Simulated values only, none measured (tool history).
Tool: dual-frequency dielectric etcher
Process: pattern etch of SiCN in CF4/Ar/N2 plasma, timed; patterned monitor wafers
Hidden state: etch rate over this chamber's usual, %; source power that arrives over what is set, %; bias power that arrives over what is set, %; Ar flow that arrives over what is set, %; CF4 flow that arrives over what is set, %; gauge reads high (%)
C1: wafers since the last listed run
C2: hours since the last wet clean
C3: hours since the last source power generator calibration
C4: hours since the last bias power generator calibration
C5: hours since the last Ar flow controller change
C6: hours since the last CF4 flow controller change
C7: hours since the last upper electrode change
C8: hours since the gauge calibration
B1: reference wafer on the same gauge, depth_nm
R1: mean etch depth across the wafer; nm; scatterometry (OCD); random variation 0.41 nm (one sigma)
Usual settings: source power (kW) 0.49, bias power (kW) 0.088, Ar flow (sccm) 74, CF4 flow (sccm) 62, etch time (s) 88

Run 1, hour 0: usual settings but source power (kW) 0.52, etch time (s) 97; C1 0; C2 7.6; C3 3501.9; C4 47.7; C5 98; C6 4627.5; C7 4970; C8 1768.4; B1 89.7. Result: R1 108.6 nm.
Run 2, hour 67.6: usual settings but bias power (kW) 0.079, Ar flow (sccm) 80; C1 861; C2 75.2; C3 3569.5; C4 115.3; C5 165.6; C6 4695.1; C7 5037.6; C8 1836; B1 89.9. Result: R1 88.3 nm.
Run 3, hour 138.9: usual settings but source power (kW) 0.44, bias power (kW) 0.101, CF4 flow (sccm) 73, etch time (s) 103; C1 908; C2 146.5; C3 3640.8; C4 186.6; C5 236.9; C6 4766.4; C7 5108.9; C8 1907.3; B1 89.9. Result: R1 107 nm.
Run 4, hour 173.3: usual settings but Ar flow (sccm) 90, CF4 flow (sccm) 52; C1 438; C2 180.9; C3 3675.2; C4 221; C5 271.3; C6 4800.8; C7 5143.3; C8 1941.7; B1 90.2. Result: R1 88.6 nm.
Run 5, hour 206.3: usual settings but bias power (kW) 0.101, CF4 flow (sccm) 53, etch time (s) 96.5; C1 420; C2 213.9; C3 3708.2; C4 254; C5 304.3; C6 4833.8; C7 5176.3; C8 1974.7; B1 90.2. Result: R1 106.6 nm.
Run 6, hour 236: usual settings but bias power (kW) 0.096, Ar flow (sccm) 90; C1 378; C2 243.6; C3 3737.9; C4 283.7; C5 334; C6 4863.5; C7 5206; C8 2004.4; B1 90.2. Result: R1 94.5 nm.
Run 7, hour 292.6: usual settings; C1 721; C2 300.2; C3 3794.5; C4 340.3; C5 390.6; C6 4920.1; C7 5262.6; C8 2061; B1 90.3. Result: R1 93.8 nm.
Run 8, hour 345.6: usual settings; C1 675; C2 353.2; C3 3847.5; C4 393.3; C5 443.6; C6 4973.1; C7 5315.6; C8 2114; B1 90.3. Result: R1 94.3 nm.
At hour 370.4: CF4 flow controller replaced.
Run 9, hour 390: usual settings; C1 489; C2 397.6; C3 3891.9; C4 437.7; C5 488; C6 19.6; C7 5360; C8 2158.4; B1 90.4. Result: R1 93.8 nm.
At hour 454.8: upper electrode replaced.
Run 10, hour 455.3: usual settings but Ar flow (sccm) 91, CF4 flow (sccm) 55; C1 526; C2 462.9; C3 3957.2; C4 503; C5 553.3; C6 84.9; C7 0.5; C8 2223.7; B1 90.5. Result: R1 88.9 nm.
Run 11, hour 479.3: usual settings but source power (kW) 0.54, Ar flow (sccm) 56; C1 305; C2 486.9; C3 3981.2; C4 527; C5 577.3; C6 108.9; C7 24.5; C8 2247.7; B1 90.6. Result: R1 107.3 nm.
Run 12, hour 519: usual settings but source power (kW) 0.41; C1 505; C2 526.6; C3 4020.9; C4 566.7; C5 617; C6 148.6; C7 64.2; C8 2287.4; B1 90.5. Result: R1 81 nm.
At hour 558.8: wet clean of the chamber.
Run 13, hour 590.3: usual settings; C1 602; C2 31.5; C3 4092.2; C4 638; C5 688.3; C6 219.9; C7 135.5; C8 2358.7; B1 90.7. Result: R1 94.4 nm.
At hour 603: gauge calibrated.
Run 14, hour 726.9: usual settings; C1 1740; C2 168.1; C3 4228.8; C4 774.6; C5 824.9; C6 356.5; C7 272.1; C8 123.9; B1 88.3. Result: R1 91.8 nm.
Run 15, hour 754: usual settings but bias power (kW) 0.076; C1 345; C2 195.2; C3 4255.9; C4 801.7; C5 852; C6 383.6; C7 299.2; C8 151; B1 88.6. Result: R1 87.1 nm.
At hour 760.3: source power generator calibrated.
Run 16, hour 808.9: usual settings but Ar flow (sccm) 58; C1 648; C2 250.1; C3 48.6; C4 856.6; C5 906.9; C6 438.5; C7 354.1; C8 205.9; B1 88.5. Result: R1 95 nm.
Run 17, hour 842.3: usual settings but source power (kW) 0.54, bias power (kW) 0.1, Ar flow (sccm) 80; C1 425; C2 283.5; C3 82; C4 890; C5 940.3; C6 471.9; C7 387.5; C8 239.3; B1 88.5. Result: R1 104.2 nm.
Run 18, hour 866.7: usual settings but Ar flow (sccm) 85, CF4 flow (sccm) 70; C1 310; C2 307.9; C3 106.4; C4 914.4; C5 964.7; C6 496.3; C7 411.9; C8 263.7; B1 88.6. Result: R1 91.7 nm.
Run 19, hour 892.4: usual settings; C1 327; C2 333.6; C3 132.1; C4 940.1; C5 990.4; C6 522; C7 437.6; C8 289.4; B1 88.3. Result: R1 92.6 nm.
At hour 1089.8: wet clean of the chamber.
Run 20, hour 1090.3: usual settings but etch time (s) 105; C1 2215; C2 0.5; C3 330; C4 1138; C5 1188.3; C6 719.9; C7 635.5; C8 487.3; B1 88.5. Result: R1 110.8 nm.
Run 21, hour 1091.6: usual settings; C1 16; C2 1.8; C3 331.3; C4 1139.3; C5 1189.6; C6 721.2; C7 636.8; C8 488.6; B1 88.6. Result: R1 92.7 nm.
Run 22, hour 1163.1: usual settings but Ar flow (sccm) 67, CF4 flow (sccm) 71; C1 911; C2 73.3; C3 402.8; C4 1210.8; C5 1261.1; C6 792.7; C7 708.3; C8 560.1; B1 88.5. Result: R1 95.3 nm.

3 ways to go on from here, each from the tool as it stands after run 22. What would each give?
Run A, hour 1163.5: usual settings but bias power (kW) 0.077; C1 5; C2 73.7; C3 403.2; C4 1211.2; C5 1261.5; C6 793.1; C7 708.7; C8 560.5; B1 ?. Result: R1 ?.
Run B, hour 1163.5: usual settings but bias power (kW) 0.094, etch time (s) 69; C1 5; C2 73.7; C3 403.2; C4 1211.2; C5 1261.5; C6 793.1; C7 708.7; C8 560.5; B1 ?. Result: R1 ?.
Run C, hour 1163.5: usual settings but bias power (kW) 0.071; C1 5; C2 73.7; C3 403.2; C4 1211.2; C5 1261.5; C6 793.1; C7 708.7; C8 560.5; B1 ?. Result: R1 ?.

run    B1    R1
  A  88.5  87.6
  B  88.5  74.1
  C  88.5  84.9
Without the tool's hidden state the same runs would have given:
run    R1
  A  87.4
  B    74
  C  84.7
